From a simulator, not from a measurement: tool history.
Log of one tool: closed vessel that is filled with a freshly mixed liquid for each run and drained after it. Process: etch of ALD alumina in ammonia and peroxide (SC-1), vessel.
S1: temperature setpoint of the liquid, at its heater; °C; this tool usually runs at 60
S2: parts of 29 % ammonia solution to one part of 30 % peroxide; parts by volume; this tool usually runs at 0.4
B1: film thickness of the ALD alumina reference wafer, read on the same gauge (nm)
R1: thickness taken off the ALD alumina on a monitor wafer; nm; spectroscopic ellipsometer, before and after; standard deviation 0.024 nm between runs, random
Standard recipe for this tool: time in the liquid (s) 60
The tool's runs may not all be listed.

Run 1, hour 0: usual settings; B1 120.01. Result: R1 6.65 nm.
Run 2, hour 31: usual settings; B1 120.01. Result: R1 6.72 nm.
Run 3, hour 61.2: usual settings; B1 119.98. Result: R1 6.66 nm.
Run 4, hour 94.9: usual settings; B1 120.02. Result: R1 6.68 nm.
Run 5, hour 130.9: usual settings; B1 119.99. Result: R1 6.68 nm.
Run 6, hour 160.6: usual settings; B1 120.01. Result: R1 6.69 nm.
Run 7, hour 179.1: usual settings; B1 119.99. Result: R1 6.7 nm.
Run 8, hour 208.1: usual settings; B1 119.99. Result: R1 6.69 nm.
Run 9, hour 232.4: usual settings; B1 120.01. Result: R1 6.69 nm.
At hour 251.1: new drum of ammonia solution connected.
Run 10, hour 257.9: usual settings; B1 120. Result: R1 6.68 nm.
Run 11, hour 275.8: usual settings but S1 53.5 °C, S2 0.35 parts by volume; B1 120. Result: R1 4.72 nm.
At hour 346.2: gauge calibrated.
Run 12, hour 346.3: usual settings but S1 53.5 °C, time in the liquid (s) 45; B1 120.01. Result: R1 3.59 nm.
Run 13, hour 376: usual settings but S2 0.25 parts by volume; B1 120. Result: R1 6.42 nm.
At hour 390.1: ammonia flow meter replaced.
Run 14, hour 399.3: usual settings; B1 120. Result: R1 6.74 nm.
Run 15, hour 414.1: usual settings but S1 51.5 °C, S2 0.5 parts by volume, time in the liquid (s) 90; B1 120.01. Result: R1 6.6 nm.
Run 16, hour 436: usual settings but S1 52.5 °C, S2 0.45 parts by volume, time in the liquid (s) 90; B1 119.99. Result: R1 6.89 nm.
Run 17, hour 467.5: usual settings but S1 51.5 °C, S2 0.55 parts by volume; B1 120.01. Result: R1 4.47 nm.
Run 18, hour 487: usual settings but S1 53 °C, S2 0.3 parts by volume, time in the liquid (s) 70; B1 120.01. Result: R1 5.33 nm.
Run 19, hour 511.7: usual settings; B1 120. Result: R1 6.76 nm.
Run 20, hour 525: usual settings but S1 68.5 °C, time in the liquid (s) 40; B1 119.99. Result: R1 6.86 nm.
At hour 552.9: new drum of ammonia solution connected.
Run 21, hour 619.4: usual settings but S2 0.6 parts by volume; B1 120.01. Result: R1 7.01 nm.
At hour 666.7: thermometer replaced.
Run 22, hour 698.4: usual settings but S1 53.5 °C; B1 119.99. Result: R1 4.41 nm.
Run 23, hour 724.8: usual settings but S2 0.25 parts by volume, time in the liquid (s) 85; B1 120. Result: R1 8.42 nm.
Run 24, hour 754.8: usual settings but S1 68.5 °C, S2 0.3 parts by volume, time in the liquid (s) 40; B1 120. Result: R1 6.19 nm.
Run 25, hour 789.1: usual settings but S1 67.5 °C, S2 0.35 parts by volume; B1 120. Result: R1 8.96 nm.
Run 26, hour 807.1: usual settings; B1 120. Result: R1 6.27 nm.
Run 27, hour 819.8: usual settings but S2 0.3 parts by volume; B1 119.99. Result: R1 6.03 nm.
At hour 827.4: new drum of ammonia solution connected.
Run 28, hour 855.3: usual settings but S1 63 °C, S2 0.3 parts by volume, time in the liquid (s) 80; B1 119.98. Result: R1 9.47 nm.
Run 29, hour 891.1: usual settings but S1 57 °C, time in the liquid (s) 90; B1 120. Result: R1 8.04 nm.

Below are 4 alternative next runs, each starting from the tool's condition after run 29. Predict each:
Run A, hour 891.8: usual settings but S1 54 °C; B1 ?. Result: R1 ?.
Run B, hour 891.8: usual settings but S2 0.35 parts by volume; B1 ?. Result: R1 ?.
Run C, hour 891.8: usual settings but S2 0.55 parts by volume; B1 ?. Result: R1 ?.
Run D, hour 891.8: usual settings but S2 0.55 parts by volume, time in the liquid (s) 90; B1 ?. Result: R1 ?.

run      B1    R1
  A  119.99  4.57
  B  119.99  6.17
  C  119.99  6.44
  D  119.99  9.66
The same runs, with their run-to-run variation unchanged, on a tool lacking any hidden condition would have given:
run    R1
  A  4.52
  B  6.11
  C  6.37
  D  9.56

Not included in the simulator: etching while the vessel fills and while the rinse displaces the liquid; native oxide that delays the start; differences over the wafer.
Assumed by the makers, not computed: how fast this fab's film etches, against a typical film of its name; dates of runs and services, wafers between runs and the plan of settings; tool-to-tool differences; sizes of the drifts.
